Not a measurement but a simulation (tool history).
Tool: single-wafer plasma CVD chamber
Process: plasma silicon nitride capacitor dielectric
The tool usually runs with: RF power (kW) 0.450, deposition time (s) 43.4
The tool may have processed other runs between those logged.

run,hour,RF power (kW),deposition time (s),wafers since the last listed run,hours since the last RF generator calibration,hours since the showerhead was replaced,hours since the gauge calibration,"read-back reference wafer on the same gauge, thickness_nm",mean film thickness on the monitor wafer (angstrom)
1,0.0,0.520,43.4,0,1348.1,5451.4,689.1,73.758,715.39
2,107.5,0.520,43.4,2829,1455.6,5558.9,796.6,73.729,711.08
3,161.5,0.520,43.4,1421,1509.6,5612.9,850.6,73.796,718.01
4,256.6,0.520,37.8,2503,1604.7,5708.0,945.7,73.793,621.44
5,293.6,0.520,37.8,973,1641.7,5745.0,982.7,73.654,623.38
6,379.4,0.450,43.4,2258,1727.5,5830.8,1068.5,73.927,685.75
7,483.6,0.450,43.4,2742,1831.7,5935.0,1172.7,73.602,685.43
8,588.9,0.450,43.4,2771,1937.0,6040.3,1278.0,73.643,684.99
9,625.2,0.450,43.4,955,1973.3,6076.6,1314.3,73.521,690.12
10,698.5,0.450,47.4,1929,2046.6,6149.9,1387.6,73.722,741.72
11,738.0,0.450,43.4,1039,2086.1,6189.4,1427.1,73.726,682.43
# hour 760.7: gauge calibrated
12,774.9,0.450,43.4,971,2123.0,6226.3,14.2,73.727,690.95
# hour 815.5: RF generator calibrated
13,877.7,0.420,43.4,2495,62.2,6329.1,117.0,73.584,678.58
# hour 904.1: showerhead replaced
14,980.7,0.420,48.5,2500,165.2,76.6,220.0,73.738,752.50
15,1082.5,0.525,48.7,2679,267.0,178.4,321.8,73.683,809.64
16,1155.2,0.450,43.4,1913,339.7,251.1,394.5,73.686,686.97
17,1219.1,0.450,40.9,1682,403.6,315.0,458.4,73.793,646.47
18,1275.1,0.425,38.4,1474,459.6,371.0,514.4,73.641,602.31
19,1338.0,0.375,49.6,1655,522.5,433.9,577.3,73.515,745.57
20,1419.5,0.535,38.9,2145,604.0,515.4,658.8,73.711,649.75

What does the tool deliver on the next run?
21,1510.5,0.535,46.4,2395,695.0,606.4,749.8,?,?

{"run 21": {"read-back reference wafer on the same gauge, thickness_nm": 73.719, "mean film thickness on the monitor wafer (angstrom)": 766.99}}
The same run, on a tool lacking any hidden state, would have yielded mean film thickness on the monitor wafer (angstrom) 766.99.
